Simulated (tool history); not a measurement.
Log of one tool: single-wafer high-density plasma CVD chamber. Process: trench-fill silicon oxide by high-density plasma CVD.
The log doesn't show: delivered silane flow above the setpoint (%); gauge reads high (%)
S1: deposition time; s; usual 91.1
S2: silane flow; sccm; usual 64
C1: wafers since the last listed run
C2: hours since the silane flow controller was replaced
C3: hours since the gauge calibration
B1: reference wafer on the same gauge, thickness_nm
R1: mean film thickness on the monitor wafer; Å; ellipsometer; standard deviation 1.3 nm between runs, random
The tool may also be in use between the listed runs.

run   hour    S1  S2   C1      C2      C3       B1       R1
  1      0  76.7  64    0  1799.5   253.6  628.889  4472.82
  2   99.2  78.1  60  901  1898.7   352.8  629.249  4264.47
  3  156.5  91.1  73  520    1956   410.1  628.703  6064.59
  4  240.4  91.1  74  762  2039.9     494  629.066  6150.22
  5  300.7  91.1  74  548  2100.2   554.3  629.641  6149.32
  6  387.1  91.1  64  785  2186.6   640.7  629.411  5313.37
  7  467.1  91.1  64  727  2266.6   720.7  629.563  5312.47
  8    528  95.6  64  553  2327.5   781.6  628.617  5580.98
  9  634.6  91.1  64  968  2434.1   888.2   628.98  5313.86
 10  705.9  91.1  64  647  2505.4   959.5  628.881  5328.16
 11  791.5  91.1  64  777    2591  1045.1  629.289  5329.16
 12  831.6  91.1  55  364  2631.1  1085.2  629.043  4576.59
 13  873.5  91.1  55  380    2673  1127.1   628.28  4581.42

What does the tool deliver on the next run?
 14   949  101.2  68  686  2748.5  1202.6   ?   ?

{"run 14": {"B1": 629.279, "R1": 6271.88}}
On a tool with no hidden condition, and with the same random variation, this run would have come out at R1 6271.88 Å.

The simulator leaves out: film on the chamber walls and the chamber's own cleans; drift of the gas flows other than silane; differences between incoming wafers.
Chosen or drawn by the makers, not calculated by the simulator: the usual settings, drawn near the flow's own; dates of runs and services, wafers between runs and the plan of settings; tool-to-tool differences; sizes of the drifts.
